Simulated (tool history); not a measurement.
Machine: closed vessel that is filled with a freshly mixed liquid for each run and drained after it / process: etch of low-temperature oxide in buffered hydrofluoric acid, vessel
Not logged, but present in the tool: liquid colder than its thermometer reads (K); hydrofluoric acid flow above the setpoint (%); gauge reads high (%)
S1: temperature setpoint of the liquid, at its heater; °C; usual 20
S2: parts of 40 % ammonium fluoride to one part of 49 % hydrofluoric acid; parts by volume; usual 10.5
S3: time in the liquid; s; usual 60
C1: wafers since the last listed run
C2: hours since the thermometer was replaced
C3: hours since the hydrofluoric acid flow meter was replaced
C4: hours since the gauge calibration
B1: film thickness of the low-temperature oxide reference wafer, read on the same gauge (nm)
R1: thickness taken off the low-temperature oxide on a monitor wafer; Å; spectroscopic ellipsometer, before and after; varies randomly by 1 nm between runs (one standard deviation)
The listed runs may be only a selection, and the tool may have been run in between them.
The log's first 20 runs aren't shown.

Run 21, hour 508.2: usual settings but S2 13.5 parts by volume, S3 35 s; C1 5188; C2 134.9; C3 1702.5; C4 92.2; B1 129.97. Result: R1 715.9 Å.
Run 22, hour 526.2: usual settings but S1 24 °C; C1 2623; C2 152.9; C3 1720.5; C4 110.2; B1 130.03. Result: R1 1946.4 Å.
Run 23, hour 549.7: usual settings but S1 22 °C, S2 6.5 parts by volume, S3 35 s; C1 3425; C2 176.4; C3 1744; C4 133.7; B1 129.97. Result: R1 1602.8 Å.
At hour 570.7: hydrofluoric acid flow meter replaced.
Run 24, hour 583.3: usual settings but S1 17 °C, S2 12 parts by volume, S3 75 s; C1 4751; C2 210; C3 12.6; C4 167.3; B1 129.98. Result: R1 1458.9 Å.
Run 25, hour 616.6: usual settings but S2 7 parts by volume, S3 35 s; C1 4853; C2 243.3; C3 45.9; C4 200.6; B1 129.94. Result: R1 1364.5 Å.
Run 26, hour 651: usual settings but S1 22 °C, S2 11.5 parts by volume; C1 5013; C2 277.7; C3 80.3; C4 235; B1 129.99. Result: R1 1599.9 Å.
Run 27, hour 669.1: usual settings but S3 85 s; C1 2638; C2 295.8; C3 98.4; C4 253.1; B1 129.99. Result: R1 2214.5 Å.
Run 28, hour 698.7: usual settings; C1 4314; C2 325.4; C3 128; C4 282.7; B1 129.99. Result: R1 1557.9 Å.
Run 29, hour 719.3: usual settings; C1 3002; C2 346; C3 148.6; C4 303.3; B1 130. Result: R1 1565.9 Å.
Run 30, hour 731.8: usual settings; C1 1821; C2 358.5; C3 161.1; C4 315.8; B1 130.02. Result: R1 1577.6 Å.
Run 31, hour 755.7: usual settings; C1 3483; C2 382.4; C3 185; C4 339.7; B1 129.93. Result: R1 1568.5 Å.
Run 32, hour 773.6: usual settings; C1 2608; C2 400.3; C3 202.9; C4 357.6; B1 129.99. Result: R1 1554 Å.

Here are 4 independent what-if runs from the current tool condition. What would each one return?
Run A, hour 774.3: usual settings but S2 12 parts by volume; C1 102; C2 401; C3 203.6; C4 358.3; B1 ?. Result: R1 ?.
Run B, hour 774.3: usual settings but S1 23 °C; C1 102; C2 401; C3 203.6; C4 358.3; B1 ?. Result: R1 ?.
Run C, hour 774.3: usual settings but S1 17 °C, S2 13.5 parts by volume, S3 70 s; C1 102; C2 401; C3 203.6; C4 358.3; B1 ?. Result: R1 ?.
Run D, hour 774.3: usual settings but S1 18 °C, S2 7 parts by volume; C1 102; C2 401; C3 203.6; C4 358.3; B1 ?. Result: R1 ?.

run   B1      R1
  A  130  1374.1
  B  130  1849.5
  C  130  1204.7
  D  130  2057.2
Without the tool's unlogged condition, the same runs would have read:
run      R1
  A  1403.7
  B  1888.5
  C  1231.2
  D  2102.1
